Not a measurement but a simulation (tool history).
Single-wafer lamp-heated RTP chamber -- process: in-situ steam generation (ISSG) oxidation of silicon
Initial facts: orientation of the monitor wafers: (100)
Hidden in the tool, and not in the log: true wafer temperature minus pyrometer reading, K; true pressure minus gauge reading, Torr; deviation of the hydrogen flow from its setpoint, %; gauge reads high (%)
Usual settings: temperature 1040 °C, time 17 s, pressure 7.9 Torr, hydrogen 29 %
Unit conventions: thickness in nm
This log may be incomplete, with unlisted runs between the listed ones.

| run | hour | temperature | time | pressure | hydrogen | wafers since the last listed run | wafers since the last pyrometer calibration | hours since the pressure gauge was zeroed | hours since the hydrogen flow controller was replaced | hours since the gauge calibration | read-back reference wafer on the same gauge, thickness | thickness |
|---|---|---|---|---|---|---|---|---|---|---|---|---|
| 1 | 0.0 | 1040 | 17 | 7.9 | 29 | 0 | 262 | 2344.5 | 6363.3 | 226.0 | 7.203 | 6.571 |
| 2 | 14.4 | 1040 | 17 | 7.9 | 29 | 159 | 422 | 2358.9 | 6377.7 | 240.4 | 7.207 | 6.559 |
| 3 | 31.7 | 1040 | 17 | 7.9 | 29 | 191 | 613 | 2376.2 | 6395.0 | 257.7 | 7.204 | 6.552 |
| 4 | 44.7 | 1027 | 17 | 7.9 | 29 | 144 | 757 | 2389.2 | 6408.0 | 270.7 | 7.198 | 6.199 |
| 5 | 76.8 | 1040 | 21 | 7.9 | 32 | 355 | 1113 | 2421.3 | 6440.1 | 302.8 | 7.198 | 7.577 |
| 6 | 91.4 | 1045 | 17 | 7.9 | 29 | 161 | 1275 | 2435.9 | 6454.7 | 317.4 | 7.205 | 6.838 |
| 7 | 118.6 | 1045 | 17 | 7.9 | 29 | 301 | 1576 | 2463.1 | 6481.9 | 344.6 | 7.196 | 6.874 |
| 8 | 143.4 | 1045 | 17 | 7.9 | 29 | 274 | 1851 | 2487.9 | 6506.7 | 369.4 | 7.206 | 6.829 |
| 9 | 170.6 | 1033 | 17 | 7.9 | 29 | 301 | 2152 | 2515.1 | 6533.9 | 396.6 | 7.198 | 6.451 |
| 10 | 185.6 | 1033 | 17 | 7.9 | 29 | 166 | 2318 | 2530.1 | 6548.9 | 411.6 | 7.204 | 6.450 |
| 11 | 198.7 | 1033 | 17 | 7.9 | 29 | 145 | 2463 | 2543.2 | 6562.0 | 424.7 | 7.202 | 6.457 |
| 12 | 232.2 | 1040 | 17 | 7.9 | 29 | 371 | 2834 | 2576.7 | 6595.5 | 458.2 | 7.198 | 6.706 |
|  | 234.9 | gauge calibrated |
| 13 | 245.6 | 1057 | 20 | 6.9 | 29 | 148 | 2983 | 2590.1 | 6608.9 | 10.7 | 7.202 | 7.946 |
|  | 259.2 | pyrometer window cleaned and pyrometer calibrated |
| 14 | 259.7 | 1027 | 17 | 7.9 | 29 | 67 | 5 | 2604.2 | 6623.0 | 24.8 | 7.202 | 6.094 |
| 15 | 292.8 | 1040 | 17 | 8.4 | 29 | 366 | 372 | 2637.3 | 6656.1 | 57.9 | 7.206 | 6.526 |
| 16 | 362.0 | 1040 | 11 | 7.9 | 29 | 766 | 1138 | 2706.5 | 6725.3 | 127.1 | 7.202 | 5.394 |
| 17 | 387.8 | 1040 | 17 | 7.9 | 29 | 285 | 1424 | 2732.3 | 6751.1 | 152.9 | 7.200 | 6.677 |
|  | 426.4 | pressure gauge zeroed |
| 18 | 426.9 | 1021 | 17 | 7.9 | 29 | 344 | 1768 | 0.5 | 6790.2 | 192.0 | 7.205 | 6.076 |
| 19 | 451.4 | 1040 | 17 | 9.4 | 29 | 271 | 2040 | 25.0 | 6814.7 | 216.5 | 7.196 | 6.538 |

Run 20 has not been measured yet. What should we expect?
|  | 478.9 | hydrogen flow controller replaced |
| 20 | 479.4 | 1040 | 13 | 7.9 | 29 | 221 | 2261 | 53.0 | 0.5 | 244.5 | ? | ? |

Run 20 yielded read-back reference wafer on the same gauge, thickness 7.203, thickness 5.838 nm.
If the tool had no hidden condition, the same run with the same run-to-run variation would have returned thickness 5.710 nm.
